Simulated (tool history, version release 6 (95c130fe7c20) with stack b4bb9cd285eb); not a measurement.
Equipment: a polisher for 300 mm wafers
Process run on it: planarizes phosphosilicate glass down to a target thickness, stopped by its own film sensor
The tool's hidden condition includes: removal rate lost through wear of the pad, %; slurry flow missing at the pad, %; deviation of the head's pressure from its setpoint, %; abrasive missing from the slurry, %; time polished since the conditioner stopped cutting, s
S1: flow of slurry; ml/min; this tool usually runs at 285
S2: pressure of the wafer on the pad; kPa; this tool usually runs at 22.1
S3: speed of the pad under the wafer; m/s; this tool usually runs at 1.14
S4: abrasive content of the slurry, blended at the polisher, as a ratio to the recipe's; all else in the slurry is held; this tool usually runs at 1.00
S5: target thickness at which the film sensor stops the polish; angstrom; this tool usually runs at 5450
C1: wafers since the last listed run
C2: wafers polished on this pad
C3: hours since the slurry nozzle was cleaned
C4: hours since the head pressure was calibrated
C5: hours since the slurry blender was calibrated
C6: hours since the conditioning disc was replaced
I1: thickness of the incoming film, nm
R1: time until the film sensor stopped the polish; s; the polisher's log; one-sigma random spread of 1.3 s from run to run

Run 1, hour 0.0: usual settings but S2 25.5 kPa; C1 0; C2 150; C3 536.0; C4 764.0; C5 145.0; C6 239.9; I1 1398.6. Result: R1 96.6 s.
Run 2, hour 6.7: usual settings but S2 25.5 kPa; C1 74; C2 225; C3 542.7; C4 770.7; C5 151.7; C6 246.6; I1 1413.7. Result: R1 98.5 s.
Run 3, hour 20.0: usual settings; C1 148; C2 373; C3 556.0; C4 784.0; C5 165.0; C6 259.9; I1 1407.4. Result: R1 111.1 s.
Run 4, hour 29.8: usual settings; C1 109; C2 483; C3 565.8; C4 793.8; C5 174.8; C6 269.7; I1 1402.1. Result: R1 112.6 s.
At hour 38.1: slurry blender recalibrated.
Run 5, hour 40.5: usual settings; C1 97; C2 580; C3 576.5; C4 804.5; C5 2.4; C6 280.4; I1 1401.3. Result: R1 111.4 s.
Run 6, hour 53.6: usual settings but S2 24.1 kPa; C1 146; C2 726; C3 589.6; C4 817.6; C5 15.5; C6 293.5; I1 1398.9. Result: R1 101.8 s.
Run 7, hour 61.4: usual settings but S5 7470 angstrom; C1 87; C2 813; C3 597.4; C4 825.4; C5 23.3; C6 301.3; I1 1440.1. Result: R1 89.8 s.
Run 8, hour 76.4: usual settings but S5 7470 angstrom; C1 167; C2 981; C3 612.4; C4 840.4; C5 38.3; C6 316.3; I1 1423.6. Result: R1 88.9 s.
Run 9, hour 93.2: usual settings but S5 7470 angstrom; C1 187; C2 1168; C3 629.2; C4 857.2; C5 55.1; C6 333.1; I1 1403.0. Result: R1 84.8 s.
At hour 104.6: worn pad replaced by a new one.
Run 10, hour 108.8: usual settings but S4 1.15, S5 7610 angstrom; C1 129; C2 47; C3 644.8; C4 872.8; C5 70.7; C6 348.7; I1 1390.0. Result: R1 76.4 s.
At hour 112.1: head pressure recalibrated.
Run 11, hour 115.6: usual settings but S4 1.15, S5 7610 angstrom; C1 53; C2 100; C3 651.6; C4 3.5; C5 77.5; C6 355.5; I1 1433.5. Result: R1 71.8 s.
Run 12, hour 127.5: usual settings but S2 17.9 kPa, S3 1.00 m/s; C1 132; C2 233; C3 663.5; C4 15.4; C5 89.4; C6 367.4; I1 1398.4. Result: R1 135.6 s.
Run 13, hour 137.9: usual settings but S5 3870 angstrom; C1 116; C2 349; C3 673.9; C4 25.8; C5 99.8; C6 377.8; I1 1418.4. Result: R1 121.9 s.
Run 14, hour 147.4: usual settings but S1 355 ml/min, S4 1.20; C1 106; C2 456; C3 683.4; C4 35.3; C5 109.3; C6 387.3; I1 1418.8. Result: R1 95.1 s.
Run 15, hour 158.2: usual settings but S2 20.0 kPa; C1 120; C2 576; C3 694.2; C4 46.1; C5 120.1; C6 398.1; I1 1393.1. Result: R1 111.3 s.
At hour 184.6: conditioning disc replaced and pad reconditioned.
Run 16, hour 210.6: usual settings; C1 562; C2 1139; C3 746.6; C4 98.5; C5 172.5; C6 26.0; I1 1415.6. Result: R1 104.6 s.
At hour 212.1: slurry nozzle cleaned.
At hour 217.5: slurry blender recalibrated.
Run 17, hour 220.4: usual settings but S2 26.9 kPa, S3 0.88 m/s, S5 3370 angstrom; C1 75; C2 1215; C3 8.3; C4 108.3; C5 2.9; C6 35.8; I1 1412.9. Result: R1 131.7 s.
At hour 225.9: worn pad replaced by a new one, of another model than before.
Run 18, hour 230.2: usual settings but S3 0.96 m/s; C1 64; C2 47; C3 18.1; C4 118.1; C5 12.7; C6 45.6; I1 1395.5. Result: R1 110.8 s.
Run 19, hour 243.9: usual settings; C1 152; C2 200; C3 31.8; C4 131.8; C5 26.4; C6 59.3; I1 1419.5. Result: R1 105.4 s.
Run 20, hour 251.6: usual settings but S1 220 ml/min; C1 85; C2 286; C3 39.5; C4 139.5; C5 34.1; C6 67.0; I1 1412.8. Result: R1 110.4 s.
Run 21, hour 292.1: usual settings but S1 380 ml/min, S2 25.5 kPa; C1 452; C2 738; C3 80.0; C4 180.0; C5 74.6; C6 107.5; I1 1418.0. Result: R1 91.1 s.
Run 22, hour 303.3: usual settings but S5 7470 angstrom; C1 125; C2 863; C3 91.2; C4 191.2; C5 85.8; C6 118.7; I1 1421.1. Result: R1 80.6 s.
Run 23, hour 317.9: usual settings; C1 163; C2 1026; C3 105.8; C4 205.8; C5 100.4; C6 133.3; I1 1415.6. Result: R1 107.2 s.

Branching from run 23: 4 alternative next runs. What would each branch give?
Run A, hour 318.4: usual settings but S1 370 ml/min; C1 5; C2 1032; C3 106.3; C4 206.3; C5 100.9; C6 133.8; I1 1391.4. Result: R1 ?.
Run B, hour 318.4: usual settings but S1 345 ml/min; C1 5; C2 1032; C3 106.3; C4 206.3; C5 100.9; C6 133.8; I1 1391.4. Result: R1 ?.
Run C, hour 318.4: usual settings but S5 7400 angstrom; C1 5; C2 1032; C3 106.3; C4 206.3; C5 100.9; C6 133.8; I1 1391.4. Result: R1 ?.
Run D, hour 318.4: usual settings but S5 3840 angstrom; C1 5; C2 1032; C3 106.3; C4 206.3; C5 100.9; C6 133.8; I1 1391.4. Result: R1 ?.

run     R1
  A   98.7
  B   99.4
  C   78.4
  D  121.3
Without the tool's unlogged condition, the same runs would have read:
run     R1
  A   94.8
  B   95.5
  C   75.4
  D  116.5
